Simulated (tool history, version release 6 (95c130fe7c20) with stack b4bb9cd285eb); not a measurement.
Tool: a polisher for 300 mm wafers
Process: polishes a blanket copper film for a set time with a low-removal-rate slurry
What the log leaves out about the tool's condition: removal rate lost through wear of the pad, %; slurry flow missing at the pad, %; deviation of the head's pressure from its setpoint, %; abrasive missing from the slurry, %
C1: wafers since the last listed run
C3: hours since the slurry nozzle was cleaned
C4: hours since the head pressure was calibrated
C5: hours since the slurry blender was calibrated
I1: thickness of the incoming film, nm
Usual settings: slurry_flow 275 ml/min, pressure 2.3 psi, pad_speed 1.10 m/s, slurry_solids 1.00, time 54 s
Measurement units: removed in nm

Run 1, hour 0.0: usual settings; C1 0; wafers polished on this pad 1570; C3 402.7; C4 635.6; C5 96.3; I1 1509.2. Result: removed 131.2 nm.
At hour 42.4: worn pad replaced by a new one.
Run 2, hour 56.5: usual settings; C1 462; wafers polished on this pad 124; C3 459.2; C4 692.1; C5 152.8; I1 1501.4. Result: removed 127.2 nm.
Run 3, hour 90.2: usual settings; C1 297; wafers polished on this pad 421; C3 492.9; C4 725.8; C5 186.5; I1 1535.2. Result: removed 127.1 nm.
At hour 145.1: slurry blender recalibrated.
Run 4, hour 152.2: usual settings; C1 529; wafers polished on this pad 950; C3 554.9; C4 787.8; C5 7.1; I1 1537.1. Result: removed 134.8 nm.
Run 5, hour 215.4: usual settings; C1 557; wafers polished on this pad 1508; C3 618.1; C4 851.0; C5 70.3; I1 1544.2. Result: removed 131.8 nm.
At hour 256.7: worn pad replaced by a new one.
Run 6, hour 274.4: usual settings but slurry_flow 345 ml/min; C1 485; wafers polished on this pad 156; C3 677.1; C4 910.0; C5 129.3; I1 1507.9. Result: removed 130.6 nm.
Run 7, hour 319.3: usual settings but slurry_flow 345 ml/min; C1 395; wafers polished on this pad 552; C3 722.0; C4 954.9; C5 174.2; I1 1543.3. Result: removed 126.8 nm.
Run 8, hour 356.0: usual settings but slurry_flow 345 ml/min; C1 323; wafers polished on this pad 875; C3 758.7; C4 991.6; C5 210.9; I1 1547.2. Result: removed 127.2 nm.
At hour 388.2: slurry blender recalibrated.
Run 9, hour 417.9: usual settings; C1 528; wafers polished on this pad 1404; C3 820.6; C4 1053.5; C5 29.7; I1 1515.4. Result: removed 133.1 nm.
At hour 460.7: worn pad replaced by a new one.
Run 10, hour 477.3: usual settings; C1 488; wafers polished on this pad 146; C3 880.0; C4 1112.9; C5 89.1; I1 1551.6. Result: removed 132.4 nm.
At hour 527.1: slurry nozzle cleaned.
Run 11, hour 537.0: usual settings; C1 517; wafers polished on this pad 664; C3 9.9; C4 1172.6; C5 148.8; I1 1494.7. Result: removed 129.2 nm.
Run 12, hour 562.5: usual settings; C1 224; wafers polished on this pad 889; C3 35.4; C4 1198.1; C5 174.3; I1 1523.8. Result: removed 129.3 nm.
At hour 589.4: slurry blender recalibrated.
Run 13, hour 594.7: usual settings but pad_speed 1.44 m/s, slurry_solids 0.90, time 64 s; C1 266; wafers polished on this pad 1155; C3 67.6; C4 1230.3; C5 5.3; I1 1529.9. Result: removed 197.8 nm.
At hour 621.2: head pressure recalibrated.
Run 14, hour 639.6: usual settings but pressure 2.8 psi, time 44 s; C1 378; wafers polished on this pad 1533; C3 112.5; C4 18.4; C5 50.2; I1 1522.7. Result: removed 131.0 nm.
Run 15, hour 671.0: usual settings but slurry_flow 250 ml/min, pad_speed 0.78 m/s, slurry_solids 1.10, time 71 s; C1 276; wafers polished on this pad 1810; C3 143.9; C4 49.8; C5 81.6; I1 1534.1. Result: removed 128.8 nm.
At hour 686.0: worn pad replaced by a new one.
Run 16, hour 696.8: usual settings but slurry_solids 0.75, time 65 s; C1 192; wafers polished on this pad 94; C3 169.7; C4 75.6; C5 107.4; I1 1540.4. Result: removed 147.4 nm.
Run 17, hour 746.8: usual settings but pressure 2.1 psi, pad_speed 1.30 m/s, slurry_solids 0.85, time 46 s; C1 440; wafers polished on this pad 535; C3 219.7; C4 125.6; C5 157.4; I1 1521.4. Result: removed 112.0 nm.
At hour 847.9: slurry blender recalibrated.
Run 18, hour 858.6: usual settings but slurry_flow 345 ml/min, time 63 s; C1 968; wafers polished on this pad 1504; C3 331.5; C4 237.4; C5 10.7; I1 1527.1. Result: removed 156.2 nm.
At hour 886.7: worn pad replaced by a new one.
Run 19, hour 907.3: usual settings but pad_speed 1.24 m/s, slurry_solids 1.20, time 42 s; C1 394; wafers polished on this pad 181; C3 380.2; C4 286.1; C5 59.4; I1 1512.1. Result: removed 117.4 nm.
Run 20, hour 958.3: usual settings; C1 449; wafers polished on this pad 631; C3 431.2; C4 337.1; C5 110.4; I1 1532.1. Result: removed 129.6 nm.
Run 21, hour 1002.9: usual settings; C1 393; wafers polished on this pad 1024; C3 475.8; C4 381.7; C5 155.0; I1 1532.3. Result: removed 126.7 nm.
Run 22, hour 1028.5: usual settings but slurry_flow 185 ml/min; C1 225; wafers polished on this pad 1250; C3 501.4; C4 407.3; C5 180.6; I1 1528.0. Result: removed 120.2 nm.
At hour 1089.1: slurry blender recalibrated.
Run 23, hour 1096.4: usual settings but slurry_flow 190 ml/min, pressure 1.6 psi, pad_speed 0.78 m/s, time 42 s; C1 581; wafers polished on this pad 1831; C3 569.3; C4 475.2; C5 7.3; I1 1524.9. Result: removed 50.4 nm.
At hour 1112.1: worn pad replaced by a new one.
Run 24, hour 1144.6: usual settings but pressure 2.6 psi; C1 389; wafers polished on this pad 286; C3 617.5; C4 523.4; C5 55.5; I1 1521.1. Result: removed 147.4 nm.

For each entry between runs, how does the tool's hidden state at the last listed run before it compare with that at the first listed run after it?
In the gap between runs 1 and 2: worn pad replaced by a new one (hour 42.4)
  abrasive missing from the slurry, %: 16.8 -> 25.4
  measured value less the no-hidden-state value, removed: -3.9 -> -5.9 nm
In the gap between runs 3 and 4: slurry blender recalibrated (hour 145.1)
  abrasive missing from the slurry, %: 30.6 -> 4.12
  measured value less the no-hidden-state value, removed: -7.4 -> -0.9 nm
In the gap between runs 5 and 6: worn pad replaced by a new one (hour 256.7)
  abrasive missing from the slurry, %: 13.8 -> 22.8
  measured value less the no-hidden-state value, removed: -3.2 -> -5.5 nm
In the gap between runs 8 and 9: slurry blender recalibrated (hour 388.2)
  abrasive missing from the slurry, %: 35.3 -> 4.82
  measured value less the no-hidden-state value, removed: -8.6 -> -1.1 nm
In the gap between runs 9 and 10: worn pad replaced by a new one (hour 460.7)
  abrasive missing from the slurry, %: 4.82 -> 13.9
  measured value less the no-hidden-state value, removed: -1.1 -> -3.2 nm
In the gap between runs 10 and 11: slurry nozzle cleaned (hour 527.1)
  abrasive missing from the slurry, %: 13.9 -> 23
  measured value less the no-hidden-state value, removed: -3.2 -> -5.4 nm
In the gap between runs 12 and 13: slurry blender recalibrated (hour 589.4)
  abrasive missing from the slurry, %: 26.9 -> 6.09
  measured value less the no-hidden-state value, removed: -6.5 -> -2.0 nm
In the gap between runs 13 and 14: head pressure recalibrated (hour 621.2)
  abrasive missing from the slurry, %: 6.09 -> 13
  measured value less the no-hidden-state value, removed: -2.0 -> -2.9 nm
In the gap between runs 15 and 16: worn pad replaced by a new one (hour 686.0)
  abrasive missing from the slurry, %: 17.8 -> 21.7
  measured value less the no-hidden-state value, removed: -4.1 -> -5.7 nm
In the gap between runs 17 and 18: slurry blender recalibrated (hour 847.9)
  abrasive missing from the slurry, %: 29.3 -> 5.12
  measured value less the no-hidden-state value, removed: -6.1 -> -1.3 nm
In the gap between runs 18 and 19: worn pad replaced by a new one (hour 886.7)
  abrasive missing from the slurry, %: 5.12 -> 12.6
  measured value less the no-hidden-state value, removed: -1.3 -> -2.6 nm
In the gap between runs 22 and 23: slurry blender recalibrated (hour 1089.1)
  abrasive missing from the slurry, %: 31.1 -> 11.1
  measured value less the no-hidden-state value, removed: -7.0 -> -0.9 nm
In the gap between runs 23 and 24: worn pad replaced by a new one (hour 1112.1)
  abrasive missing from the slurry, %: 11.1 -> 18.5
  measured value less the no-hidden-state value, removed: -0.9 -> -4.9 nm

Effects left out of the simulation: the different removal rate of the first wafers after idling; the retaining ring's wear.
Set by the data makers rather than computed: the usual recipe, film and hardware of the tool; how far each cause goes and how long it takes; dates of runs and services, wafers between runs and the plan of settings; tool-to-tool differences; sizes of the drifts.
